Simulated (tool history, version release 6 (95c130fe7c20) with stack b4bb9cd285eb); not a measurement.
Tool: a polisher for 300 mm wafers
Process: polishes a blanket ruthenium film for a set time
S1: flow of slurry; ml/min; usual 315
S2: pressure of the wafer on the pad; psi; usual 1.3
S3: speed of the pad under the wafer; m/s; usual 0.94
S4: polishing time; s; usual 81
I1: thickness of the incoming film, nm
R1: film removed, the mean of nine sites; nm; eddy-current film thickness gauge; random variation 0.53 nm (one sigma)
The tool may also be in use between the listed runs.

{"run": 1, "day": 0.0, "S1": 315, "S2": 1.3, "S3": 0.94, "S4": 81, "I1": 344.3, "R1": 44.4}
{"day": 0.238, "done": "slurry nozzle cleaned"}
{"run": 2, "day": 0.608, "S1": 315, "S2": 1.3, "S3": 0.94, "S4": 81, "I1": 338.3, "R1": 45.3}
{"day": 0.775, "done": "worn pad replaced by a new one"}
{"run": 3, "day": 2.062, "S1": 315, "S2": 1.3, "S3": 0.94, "S4": 81, "I1": 335.9, "R1": 44.8}
{"run": 4, "day": 3.162, "S1": 395, "S2": 1.3, "S3": 0.94, "S4": 81, "I1": 341, "R1": 45}
{"run": 5, "day": 4.6, "S1": 395, "S2": 1.3, "S3": 0.94, "S4": 81, "I1": 335.9, "R1": 45.6}
{"day": 5.671, "done": "worn pad replaced by a new one"}
{"run": 6, "day": 6.05, "S1": 395, "S2": 1.3, "S3": 0.94, "S4": 81, "I1": 337.4, "R1": 45.2}
{"run": 7, "day": 8.088, "S1": 315, "S2": 1.3, "S3": 0.94, "S4": 81, "I1": 339.4, "R1": 44.5}
{"run": 8, "day": 9.146, "S1": 315, "S2": 1.6, "S3": 0.94, "S4": 81, "I1": 346.1, "R1": 54.7}
{"day": 9.958, "done": "worn pad replaced by a new one"}
{"run": 9, "day": 10.375, "S1": 315, "S2": 1.6, "S3": 0.94, "S4": 81, "I1": 336.3, "R1": 54.8}
{"run": 10, "day": 10.996, "S1": 400, "S2": 1.1, "S3": 0.94, "S4": 103, "I1": 341.7, "R1": 48.9}
{"day": 11.154, "done": "head pressure recalibrated"}
{"day": 11.812, "done": "slurry nozzle cleaned"}
{"run": 11, "day": 12.421, "S1": 400, "S2": 1.1, "S3": 0.94, "S4": 103, "I1": 341.9, "R1": 52.4}
{"run": 12, "day": 13.692, "S1": 240, "S2": 1.5, "S3": 0.74, "S4": 100, "I1": 344.9, "R1": 52}
{"day": 15.217, "done": "worn pad replaced by a new one"}
{"run": 13, "day": 16.746, "S1": 350, "S2": 0.9, "S3": 0.62, "S4": 58, "I1": 341.2, "R1": 15.7}
{"run": 14, "day": 17.812, "S1": 315, "S2": 1.3, "S3": 0.94, "S4": 67, "I1": 342.6, "R1": 39.3}
{"run": 15, "day": 19.083, "S1": 210, "S2": 1.7, "S3": 0.7, "S4": 67, "I1": 336.6, "R1": 35.6}
{"run": 16, "day": 19.942, "S1": 315, "S2": 1.3, "S3": 0.94, "S4": 81, "I1": 342, "R1": 46}
{"day": 20.496, "done": "worn pad replaced by a new one"}
{"run": 17, "day": 21.358, "S1": 315, "S2": 0.9, "S3": 0.84, "S4": 81, "I1": 342.3, "R1": 28.1}
{"run": 18, "day": 22.617, "S1": 315, "S2": 1.3, "S3": 1.16, "S4": 81, "I1": 333.8, "R1": 56.8}
{"day": 23.388, "done": "slurry nozzle cleaned"}
{"run": 19, "day": 23.529, "S1": 315, "S2": 1.3, "S3": 0.94, "S4": 81, "I1": 337.4, "R1": 46}

The tool's hidden state at each run:
removal rate lost through wear of the pad, %: 0 in every run
slurry flow missing at the pad, %: 0 in every run
H1: deviation of the head's pressure from its setpoint, %
run=1 H1=-8.58
run=2 H1=-8.63
run=3 H1=-8.74
run=4 H1=-8.81
run=5 H1=-8.9
run=6 H1=-8.98
run=7 H1=-9.07
run=8 H1=-9.12
run=9 H1=-9.16
run=10 H1=-9.19
run=11 H1=-1.06
run=12 H1=-1.82
run=13 H1=-3.37
run=14 H1=-3.83
run=15 H1=-4.33
run=16 H1=-4.65
run=17 H1=-5.12
run=18 H1=-5.5
run=19 H1=-5.75
